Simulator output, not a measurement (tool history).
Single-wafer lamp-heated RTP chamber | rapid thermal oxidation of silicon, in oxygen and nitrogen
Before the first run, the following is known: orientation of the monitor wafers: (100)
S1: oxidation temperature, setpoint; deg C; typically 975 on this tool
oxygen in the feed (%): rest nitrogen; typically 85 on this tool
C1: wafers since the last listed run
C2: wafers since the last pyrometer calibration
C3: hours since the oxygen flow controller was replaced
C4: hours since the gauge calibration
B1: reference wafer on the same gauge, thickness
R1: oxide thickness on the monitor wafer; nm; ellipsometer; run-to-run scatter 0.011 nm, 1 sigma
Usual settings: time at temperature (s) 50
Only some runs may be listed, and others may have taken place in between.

run 1 hour=0.0 | S1=975 time_at_temperature_(s)=50 oxygen_in_the_feed_(%)=85 | C1=0 C2=6000 C3=4161.4 C4=113.6 | B1=4.529 | R1=4.631
run 2 hour=16.7 | S1=975 time_at_temperature_(s)=50 oxygen_in_the_feed_(%)=85 | C1=141 C2=6142 C3=4178.1 C4=130.3 | B1=4.529 | R1=4.639
run 3 hour=33.4 | S1=954 time_at_temperature_(s)=35 oxygen_in_the_feed_(%)=85 | C1=141 C2=6284 C3=4194.8 C4=147.0 | B1=4.531 | R1=3.516
run 4 hour=40.3 | S1=975 time_at_temperature_(s)=50 oxygen_in_the_feed_(%)=85 | C1=58 C2=6343 C3=4201.7 C4=153.9 | B1=4.533 | R1=4.657
run 5 hour=56.1 | S1=975 time_at_temperature_(s)=69 oxygen_in_the_feed_(%)=91 | C1=134 C2=6477 C3=4217.5 C4=169.7 | B1=4.532 | R1=5.439
run 6 hour=65.7 | S1=975 time_at_temperature_(s)=69 oxygen_in_the_feed_(%)=91 | C1=81 C2=6559 C3=4227.1 C4=179.3 | B1=4.527 | R1=5.446
run 7 hour=72.2 | S1=975 time_at_temperature_(s)=69 oxygen_in_the_feed_(%)=91 | C1=55 C2=6614 C3=4233.6 C4=185.8 | B1=4.532 | R1=5.458
run 8 hour=80.3 | S1=975 time_at_temperature_(s)=50 oxygen_in_the_feed_(%)=85 | C1=68 C2=6683 C3=4241.7 C4=193.9 | B1=4.528 | R1=4.660
run 9 hour=91.1 | S1=975 time_at_temperature_(s)=50 oxygen_in_the_feed_(%)=85 | C1=91 C2=6774 C3=4252.5 C4=204.7 | B1=4.531 | R1=4.691
run 10 hour=106.0 | S1=975 time_at_temperature_(s)=50 oxygen_in_the_feed_(%)=85 | C1=126 C2=6901 C3=4267.4 C4=219.6 | B1=4.532 | R1=4.677
run 11 hour=115.6 | S1=975 time_at_temperature_(s)=50 oxygen_in_the_feed_(%)=85 | C1=81 C2=6983 C3=4277.0 C4=229.2 | B1=4.532 | R1=4.671
run 12 hour=124.7 | S1=975 time_at_temperature_(s)=50 oxygen_in_the_feed_(%)=85 | C1=77 C2=7060 C3=4286.1 C4=238.3 | B1=4.530 | R1=4.676
run 13 hour=132.3 | S1=975 time_at_temperature_(s)=50 oxygen_in_the_feed_(%)=85 | C1=64 C2=7125 C3=4293.7 C4=245.9 | B1=4.530 | R1=4.694
run 14 hour=146.8 | S1=975 time_at_temperature_(s)=50 oxygen_in_the_feed_(%)=85 | C1=123 C2=7248 C3=4308.2 C4=260.4 | B1=4.530 | R1=4.677
run 15 hour=158.8 | S1=975 time_at_temperature_(s)=50 oxygen_in_the_feed_(%)=85 | C1=102 C2=7350 C3=4320.2 C4=272.4 | B1=4.530 | R1=4.693
run 16 hour=166.3 | S1=975 time_at_temperature_(s)=50 oxygen_in_the_feed_(%)=85 | C1=63 C2=7414 C3=4327.7 C4=279.9 | B1=4.529 | R1=4.705
run 17 hour=175.4 | S1=975 time_at_temperature_(s)=50 oxygen_in_the_feed_(%)=85 | C1=77 C2=7491 C3=4336.8 C4=289.0 | B1=4.530 | R1=4.706
run 18 hour=186.3 | S1=975 time_at_temperature_(s)=50 oxygen_in_the_feed_(%)=85 | C1=92 C2=7584 C3=4347.7 C4=299.9 | B1=4.530 | R1=4.693
-- hour=194.8 pyrometer window cleaned and pyrometer calibrated
run 19 hour=201.0 | S1=975 time_at_temperature_(s)=50 oxygen_in_the_feed_(%)=85 | C1=56 C2=53 C3=4362.4 C4=314.6 | B1=4.528 | R1=4.534
run 20 hour=211.1 | S1=975 time_at_temperature_(s)=50 oxygen_in_the_feed_(%)=85 | C1=85 C2=138 C3=4372.5 C4=324.7 | B1=4.531 | R1=4.499
run 21 hour=217.2 | S1=975 time_at_temperature_(s)=50 oxygen_in_the_feed_(%)=98 | C1=51 C2=190 C3=4378.6 C4=330.8 | B1=4.530 | R1=4.750
run 22 hour=234.4 | S1=994 time_at_temperature_(s)=29 oxygen_in_the_feed_(%)=98 | C1=146 C2=337 C3=4395.8 C4=348.0 | B1=4.529 | R1=4.330
run 23 hour=249.5 | S1=975 time_at_temperature_(s)=35 oxygen_in_the_feed_(%)=85 | C1=128 C2=465 C3=4410.9 C4=363.1 | B1=4.532 | R1=3.919
run 24 hour=258.3 | S1=959 time_at_temperature_(s)=38 oxygen_in_the_feed_(%)=98 | C1=74 C2=540 C3=4419.7 C4=371.9 | B1=4.528 | R1=3.798
run 25 hour=266.5 | S1=945 time_at_temperature_(s)=50 oxygen_in_the_feed_(%)=85 | C1=69 C2=609 C3=4427.9 C4=380.1 | B1=4.528 | R1=3.694
run 26 hour=284.3 | S1=984 time_at_temperature_(s)=50 oxygen_in_the_feed_(%)=98 | C1=151 C2=761 C3=4445.7 C4=397.9 | B1=4.530 | R1=5.027
run 27 hour=292.8 | S1=975 time_at_temperature_(s)=50 oxygen_in_the_feed_(%)=85 | C1=72 C2=833 C3=4454.2 C4=406.4 | B1=4.532 | R1=4.509
run 28 hour=306.2 | S1=975 time_at_temperature_(s)=69 oxygen_in_the_feed_(%)=91 | C1=113 C2=947 C3=4467.6 C4=419.8 | B1=4.531 | R1=5.298
run 29 hour=313.1 | S1=975 time_at_temperature_(s)=50 oxygen_in_the_feed_(%)=85 | C1=58 C2=1006 C3=4474.5 C4=426.7 | B1=4.532 | R1=4.523
run 30 hour=321.7 | S1=975 time_at_temperature_(s)=70 oxygen_in_the_feed_(%)=85 | C1=73 C2=1079 C3=4483.1 C4=435.3 | B1=4.532 | R1=5.192
-- hour=334.4 oxygen flow controller replaced
run 31 hour=334.9 | S1=963 time_at_temperature_(s)=33 oxygen_in_the_feed_(%)=85 | C1=44 C2=1123 C3=0.5 C4=448.5 | B1=4.531 | R1=3.571
-- hour=339.4 gauge calibrated
run 32 hour=378.5 | S1=986 time_at_temperature_(s)=50 oxygen_in_the_feed_(%)=85 | C1=370 C2=1494 C3=44.1 C4=39.1 | B1=4.530 | R1=4.895
run 33 hour=391.2 | S1=975 time_at_temperature_(s)=42 oxygen_in_the_feed_(%)=98 | C1=107 C2=1602 C3=56.8 C4=51.8 | B1=4.528 | R1=4.410
run 34 hour=397.9 | S1=975 time_at_temperature_(s)=50 oxygen_in_the_feed_(%)=64 | C1=56 C2=1659 C3=63.5 C4=58.5 | B1=4.529 | R1=4.124
run 35 hour=406.0 | S1=957 time_at_temperature_(s)=38 oxygen_in_the_feed_(%)=85 | C1=68 C2=1727 C3=71.6 C4=66.6 | B1=4.531 | R1=3.607
run 36 hour=414.6 | S1=975 time_at_temperature_(s)=50 oxygen_in_the_feed_(%)=85 | C1=73 C2=1801 C3=80.2 C4=75.2 | B1=4.528 | R1=4.525
run 37 hour=426.2 | S1=975 time_at_temperature_(s)=38 oxygen_in_the_feed_(%)=85 | C1=98 C2=1899 C3=91.8 C4=86.8 | B1=4.529 | R1=4.072
run 38 hour=440.1 | S1=975 time_at_temperature_(s)=36 oxygen_in_the_feed_(%)=85 | C1=118 C2=2017 C3=105.7 C4=100.7 | B1=4.532 | R1=3.970
run 39 hour=457.9 | S1=975 time_at_temperature_(s)=50 oxygen_in_the_feed_(%)=85 | C1=151 C2=2169 C3=123.5 C4=118.5 | B1=4.531 | R1=4.541

Across each entry between runs, compare the hidden state at the last listed run before it with the hidden state at the first listed run after it:
In the gap between runs 18 and 19: pyrometer window cleaned and pyrometer calibrated (hour 194.8)
  true wafer temperature minus pyrometer reading, K: 5.56 -> 0.00144
  measured less the result without the state, R1: +0.181 -> +0.001 nm
In the gap between runs 30 and 31: oxygen flow controller replaced (hour 334.4)
  true wafer temperature minus pyrometer reading, K: 0.11 -> 0.134
  measured less the result without the state, R1: +0.004 -> +0.002 nm
In the gap between runs 31 and 32: gauge calibrated (hour 339.4)
  true wafer temperature minus pyrometer reading, K: 0.134 -> 0.229
  measured less the result without the state, R1: +0.002 -> +0.008 nm

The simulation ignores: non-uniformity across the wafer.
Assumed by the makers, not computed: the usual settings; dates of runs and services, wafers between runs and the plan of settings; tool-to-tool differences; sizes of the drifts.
